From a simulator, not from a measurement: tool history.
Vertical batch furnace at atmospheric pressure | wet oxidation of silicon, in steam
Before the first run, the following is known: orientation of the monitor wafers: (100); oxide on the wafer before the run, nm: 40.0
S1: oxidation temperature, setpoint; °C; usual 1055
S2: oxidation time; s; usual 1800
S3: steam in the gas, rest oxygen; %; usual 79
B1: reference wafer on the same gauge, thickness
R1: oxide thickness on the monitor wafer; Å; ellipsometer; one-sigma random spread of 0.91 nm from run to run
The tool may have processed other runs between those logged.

Run 1, hour 0.0: usual settings; B1 389.89. Result: R1 3689.3 Å.
Run 2, hour 63.4: usual settings but S1 1044 °C, S3 74 %; B1 389.86. Result: R1 3331.7 Å.
Run 3, hour 132.0: usual settings but S1 1043 °C; B1 390.24. Result: R1 3446.9 Å.
Run 4, hour 210.7: usual settings but S1 1043 °C; B1 390.58. Result: R1 3461.7 Å.
Run 5, hour 317.7: usual settings but S1 1043 °C; B1 391.49. Result: R1 3463.4 Å.
Run 6, hour 381.5: usual settings; B1 391.68. Result: R1 3693.8 Å.
Run 7, hour 424.6: usual settings; B1 391.85. Result: R1 3714.7 Å.
Run 8, hour 461.5: usual settings; B1 391.83. Result: R1 3707.8 Å.
Run 9, hour 501.0: usual settings; B1 392.32. Result: R1 3708.2 Å.
Run 10, hour 577.1: usual settings but S2 2280 s; B1 392.20. Result: R1 4286.0 Å.
Run 11, hour 672.5: usual settings but S2 2280 s; B1 393.20. Result: R1 4276.0 Å.
Run 12, hour 772.4: usual settings but S1 1048 °C; B1 393.51. Result: R1 3574.2 Å.
Run 13, hour 867.0: usual settings but S2 2340 s; B1 394.36. Result: R1 4378.7 Å.
Run 14, hour 966.7: usual settings but S2 2340 s; B1 394.93. Result: R1 4371.4 Å.
Run 15, hour 1012.0: usual settings but S1 1066 °C, S2 2460 s, S3 74 %; B1 394.28. Result: R1 4588.3 Å.
Run 16, hour 1115.6: usual settings; B1 395.25. Result: R1 3734.0 Å.
Run 17, hour 1199.4: usual settings but S1 1047 °C, S2 2610 s; B1 395.30. Result: R1 4487.2 Å.
Run 18, hour 1290.1: usual settings but S1 1067 °C, S2 1020 s; B1 396.36. Result: R1 2848.5 Å.
At hour 1353.6: thermocouples replaced and temperature profile calibrated.
Run 19, hour 1372.1: usual settings but S1 1073 °C, S2 2490 s; B1 396.54. Result: R1 4998.1 Å.
Run 20, hour 1462.5: usual settings but S1 1045 °C, S2 2190 s, S3 87 %; B1 396.89. Result: R1 4242.2 Å.
At hour 1520.6: gauge calibrated.
Run 21, hour 1567.9: usual settings; B1 387.57. Result: R1 3675.2 Å.
Run 22, hour 1611.9: usual settings but S1 1075 °C, S2 1110 s; B1 388.36. Result: R1 3057.5 Å.
Run 23, hour 1661.8: usual settings but S3 87 %; B1 388.00. Result: R1 3921.2 Å.
At hour 1704.3: steam generator serviced.
Run 24, hour 1704.8: usual settings but S1 1078 °C, S2 2310 s; B1 388.29. Result: R1 4785.8 Å.
Run 25, hour 1869.7: usual settings but S1 1066 °C, S2 2460 s, S3 74 %; B1 389.20. Result: R1 4542.5 Å.

The next listed run, before its measurement:
Run 26, hour 1956.4: usual settings but S2 2160 s, S3 75 %; B1 ?. Result: R1 ?.

Run 26 produced B1 389.75, R1 3997.3 Å.
Take away the tool's hidden state, keep the run-to-run variation as it was, and the same run would have given R1 3979.8 Å.
